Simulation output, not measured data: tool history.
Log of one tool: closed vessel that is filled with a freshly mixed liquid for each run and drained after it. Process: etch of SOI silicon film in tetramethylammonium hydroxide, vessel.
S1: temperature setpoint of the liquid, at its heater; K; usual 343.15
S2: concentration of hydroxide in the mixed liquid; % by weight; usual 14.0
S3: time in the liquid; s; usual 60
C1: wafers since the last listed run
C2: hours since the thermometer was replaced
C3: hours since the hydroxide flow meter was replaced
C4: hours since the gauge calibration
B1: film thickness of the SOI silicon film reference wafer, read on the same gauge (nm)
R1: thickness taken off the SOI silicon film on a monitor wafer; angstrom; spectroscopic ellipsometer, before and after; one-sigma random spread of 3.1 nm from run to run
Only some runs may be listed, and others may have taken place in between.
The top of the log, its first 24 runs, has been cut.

run   hour      S1    S2  S3     C1     C2     C3     C4      B1      R1
 25  565.1  346.15  14.0  60   2436  142.3  299.7  113.9   99.99  4539.9
 26  577.1  343.15  14.0  60   1580  154.3  311.7  125.9   99.97  3752.3
 27  593.9  343.15  14.0  60   2212  171.1  328.5  142.7  100.03  3765.7
 28  701.1  337.65  11.0  70  14119  278.3  435.7  249.9  100.01  3575.0
 29  723.8  343.15  11.5  75   2989  301.0  458.4  272.6   99.99  5213.1
 30  743.0  347.15  18.0  35   2528  320.2  477.6  291.8  100.01  2542.1
 31  767.7  343.15  14.0  60   3253  344.9  502.3  316.5  100.00  3778.8
 32  783.3  339.15  11.5  70   2054  360.5  517.9  332.1  100.03  3787.2

Branching from run 32: 5 alternative next runs. What would each branch give?
  A  784.0  343.15  14.0  60  92  361.2  518.6  332.8   ?   ?
  B  784.0  346.65  11.0  75  92  361.2  518.6  332.8   ?   ?
  C  784.0  343.15  10.5  60  92  361.2  518.6  332.8   ?   ?
  D  784.0  336.15  16.5  35  92  361.2  518.6  332.8   ?   ?
  E  784.0  348.65  12.5  70  92  361.2  518.6  332.8   ?   ?

run     B1      R1
  A  99.98  3868.2
  B  99.98  6498.7
  C  99.98  4318.3
  D  99.98  1368.9
  E  99.98  6500.8
The same runs, with their run-to-run variation unchanged, on a tool lacking any hidden condition would have given:
run      R1
  A  3721.6
  B  6322.1
  C  4194.4
  D  1331.9
  E  6290.9
